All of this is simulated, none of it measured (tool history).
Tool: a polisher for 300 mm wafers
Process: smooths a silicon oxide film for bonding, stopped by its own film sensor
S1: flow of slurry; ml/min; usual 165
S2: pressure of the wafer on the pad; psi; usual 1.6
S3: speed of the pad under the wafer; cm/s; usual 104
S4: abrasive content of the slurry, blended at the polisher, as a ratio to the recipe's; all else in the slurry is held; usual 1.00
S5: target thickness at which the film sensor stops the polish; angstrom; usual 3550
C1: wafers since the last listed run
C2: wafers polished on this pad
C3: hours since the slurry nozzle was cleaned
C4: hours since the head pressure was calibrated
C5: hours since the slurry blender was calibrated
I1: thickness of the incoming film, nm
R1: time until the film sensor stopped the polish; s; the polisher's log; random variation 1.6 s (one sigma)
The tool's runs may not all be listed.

{"run": 1, "hour": 0.0, "S1": 165, "S2": 1.6, "S3": 104, "S4": 1.0, "S5": 3550, "C1": 0, "C2": 238, "C3": 33.0, "C4": 1444.9, "C5": 248.6, "I1": 443.4, "R1": 148.2}
{"run": 2, "hour": 27.6, "S1": 165, "S2": 1.4, "S3": 104, "S4": 1.0, "S5": 3550, "C1": 132, "C2": 370, "C3": 60.6, "C4": 1472.5, "C5": 276.2, "I1": 434.1, "R1": 153.5}
{"hour": 33.0, "done": "head pressure recalibrated"}
{"run": 3, "hour": 59.5, "S1": 165, "S2": 1.4, "S3": 104, "S4": 1.0, "S5": 3550, "C1": 143, "C2": 514, "C3": 92.5, "C4": 26.5, "C5": 308.1, "I1": 434.1, "R1": 150.5}
{"run": 4, "hour": 85.4, "S1": 165, "S2": 1.4, "S3": 104, "S4": 1.0, "S5": 3550, "C1": 124, "C2": 638, "C3": 118.4, "C4": 52.4, "C5": 334.0, "I1": 437.8, "R1": 160.5}
{"hour": 88.7, "done": "slurry blender recalibrated"}
{"run": 5, "hour": 98.7, "S1": 165, "S2": 1.2, "S3": 104, "S4": 1.0, "S5": 3550, "C1": 54, "C2": 692, "C3": 131.7, "C4": 65.7, "C5": 10.0, "I1": 439.2, "R1": 166.1}
{"run": 6, "hour": 126.7, "S1": 165, "S2": 1.6, "S3": 104, "S4": 0.9, "S5": 3550, "C1": 134, "C2": 827, "C3": 159.7, "C4": 93.7, "C5": 38.0, "I1": 434.8, "R1": 130.0}
{"run": 7, "hour": 152.6, "S1": 190, "S2": 1.6, "S3": 104, "S4": 0.75, "S5": 3550, "C1": 124, "C2": 951, "C3": 185.6, "C4": 119.6, "C5": 63.9, "I1": 434.9, "R1": 137.3}
{"run": 8, "hour": 186.1, "S1": 180, "S2": 1.9, "S3": 78, "S4": 1.1, "S5": 3550, "C1": 160, "C2": 1112, "C3": 219.1, "C4": 153.1, "C5": 97.4, "I1": 434.0, "R1": 122.9}
{"hour": 211.6, "done": "worn pad replaced by a new one, of another model than before"}
{"run": 9, "hour": 219.5, "S1": 165, "S2": 1.6, "S3": 104, "S4": 1.0, "S5": 3550, "C1": 141, "C2": 37, "C3": 252.5, "C4": 186.5, "C5": 130.8, "I1": 444.2, "R1": 142.0}
{"run": 10, "hour": 233.4, "S1": 165, "S2": 1.6, "S3": 104, "S4": 0.75, "S5": 3550, "C1": 66, "C2": 104, "C3": 266.4, "C4": 200.4, "C5": 144.7, "I1": 433.6, "R1": 146.3}
{"run": 11, "hour": 257.3, "S1": 165, "S2": 1.6, "S3": 130, "S4": 1.0, "S5": 3550, "C1": 114, "C2": 219, "C3": 290.3, "C4": 224.3, "C5": 168.6, "I1": 441.2, "R1": 129.4}
{"run": 12, "hour": 281.3, "S1": 165, "S2": 1.1, "S3": 104, "S4": 1.15, "S5": 3550, "C1": 115, "C2": 334, "C3": 314.3, "C4": 248.3, "C5": 192.6, "I1": 440.1, "R1": 175.2}
{"run": 13, "hour": 342.6, "S1": 135, "S2": 1.6, "S3": 104, "S4": 1.0, "S5": 3440, "C1": 294, "C2": 628, "C3": 375.6, "C4": 309.6, "C5": 253.9, "I1": 433.5, "R1": 164.5}
{"run": 14, "hour": 376.8, "S1": 165, "S2": 2.0, "S3": 126, "S4": 1.0, "S5": 3550, "C1": 164, "C2": 792, "C3": 409.8, "C4": 343.8, "C5": 288.1, "I1": 440.1, "R1": 114.7}
{"hour": 391.7, "done": "slurry nozzle cleaned"}
{"run": 15, "hour": 395.5, "S1": 165, "S2": 2.0, "S3": 78, "S4": 0.9, "S5": 3550, "C1": 84, "C2": 877, "C3": 3.8, "C4": 362.5, "C5": 306.8, "I1": 442.2, "R1": 147.1}
{"run": 16, "hour": 420.5, "S1": 165, "S2": 1.6, "S3": 74, "S4": 1.0, "S5": 3550, "C1": 119, "C2": 997, "C3": 28.8, "C4": 387.5, "C5": 331.8, "I1": 441.3, "R1": 169.9}
{"run": 17, "hour": 450.3, "S1": 165, "S2": 1.6, "S3": 122, "S4": 1.0, "S5": 3550, "C1": 143, "C2": 1140, "C3": 58.6, "C4": 417.3, "C5": 361.6, "I1": 438.7, "R1": 132.7}
{"hour": 469.4, "done": "worn pad replaced by a new one"}
{"run": 18, "hour": 469.9, "S1": 165, "S2": 2.0, "S3": 104, "S4": 1.0, "S5": 3550, "C1": 74, "C2": 2, "C3": 78.2, "C4": 436.9, "C5": 381.2, "I1": 437.9, "R1": 123.3}
{"run": 19, "hour": 498.1, "S1": 220, "S2": 1.8, "S3": 104, "S4": 1.0, "S5": 3550, "C1": 135, "C2": 137, "C3": 106.4, "C4": 465.1, "C5": 409.4, "I1": 445.8, "R1": 134.5}
{"hour": 501.9, "done": "slurry blender recalibrated"}
{"run": 20, "hour": 516.2, "S1": 165, "S2": 1.6, "S3": 104, "S4": 0.75, "S5": 3760, "C1": 77, "C2": 215, "C3": 124.5, "C4": 483.2, "C5": 14.3, "I1": 435.5, "R1": 100.5}
{"run": 21, "hour": 539.2, "S1": 165, "S2": 1.6, "S3": 90, "S4": 1.0, "S5": 3550, "C1": 110, "C2": 325, "C3": 147.5, "C4": 506.2, "C5": 37.3, "I1": 449.4, "R1": 155.7}
{"run": 22, "hour": 573.5, "S1": 165, "S2": 1.6, "S3": 128, "S4": 1.0, "S5": 3550, "C1": 164, "C2": 490, "C3": 181.8, "C4": 540.5, "C5": 71.6, "I1": 444.2, "R1": 129.0}
{"run": 23, "hour": 605.3, "S1": 225, "S2": 1.2, "S3": 86, "S4": 0.9, "S5": 3550, "C1": 152, "C2": 642, "C3": 213.6, "C4": 572.3, "C5": 103.4, "I1": 448.2, "R1": 191.9}
{"run": 24, "hour": 639.8, "S1": 195, "S2": 1.3, "S3": 90, "S4": 1.0, "S5": 3380, "C1": 165, "C2": 808, "C3": 248.1, "C4": 606.8, "C5": 137.9, "I1": 440.9, "R1": 199.3}
{"run": 25, "hour": 666.0, "S1": 165, "S2": 1.6, "S3": 90, "S4": 1.0, "S5": 3550, "C1": 125, "C2": 934, "C3": 274.3, "C4": 633.0, "C5": 164.1, "I1": 444.4, "R1": 158.3}
{"hour": 694.9, "done": "worn pad replaced by a new one"}
{"run": 26, "hour": 699.1, "S1": 165, "S2": 1.6, "S3": 104, "S4": 1.0, "S5": 3280, "C1": 139, "C2": 20, "C3": 307.4, "C4": 666.1, "C5": 197.2, "I1": 432.4, "R1": 175.8}
{"run": 27, "hour": 725.7, "S1": 165, "S2": 1.6, "S3": 104, "S4": 1.0, "S5": 3550, "C1": 127, "C2": 147, "C3": 334.0, "C4": 692.7, "C5": 223.8, "I1": 445.8, "R1": 155.6}
{"run": 28, "hour": 748.7, "S1": 130, "S2": 1.6, "S3": 104, "S4": 1.0, "S5": 3550, "C1": 110, "C2": 258, "C3": 357.0, "C4": 715.7, "C5": 246.8, "I1": 433.0, "R1": 147.6}
{"hour": 769.6, "done": "slurry nozzle cleaned"}
{"run": 29, "hour": 783.9, "S1": 165, "S2": 1.6, "S3": 104, "S4": 1.0, "S5": 3550, "C1": 164, "C2": 422, "C3": 14.3, "C4": 750.9, "C5": 282.0, "I1": 434.9, "R1": 138.3}
{"run": 30, "hour": 798.7, "S1": 125, "S2": 2.1, "S3": 116, "S4": 1.0, "S5": 3280, "C1": 71, "C2": 493, "C3": 29.1, "C4": 765.7, "C5": 296.8, "I1": 440.9, "R1": 175.3}

Forecast each of these 4 alternatives for the next run:
{"run": "A", "hour": 799.2, "S1": 165, "S2": 1.6, "S3": 104, "S4": 1.0, "S5": 3550, "C1": 2, "C2": 495, "C3": 29.6, "C4": 766.2, "C5": 297.3, "I1": 438.0, "R1": "?"}
{"run": "B", "hour": 799.2, "S1": 135, "S2": 1.6, "S3": 124, "S4": 0.9, "S5": 3550, "C1": 2, "C2": 495, "C3": 29.6, "C4": 766.2, "C5": 297.3, "I1": 438.0, "R1": "?"}
{"run": "C", "hour": 799.2, "S1": 125, "S2": 1.2, "S3": 82, "S4": 1.0, "S5": 3550, "C1": 2, "C2": 495, "C3": 29.6, "C4": 766.2, "C5": 297.3, "I1": 438.0, "R1": "?"}
{"run": "D", "hour": 799.2, "S1": 165, "S2": 1.2, "S3": 104, "S4": 0.85, "S5": 3760, "C1": 2, "C2": 495, "C3": 29.6, "C4": 766.2, "C5": 297.3, "I1": 438.0, "R1": "?"}

run=A R1=143.9
run=B R1=151.4
run=C R1=217.4
run=D R1=139.2
Without the tool's hidden state the same runs would have given:
run=A R1=124.4
run=B R1=130.1
run=C R1=188.0
run=D R1=119.2
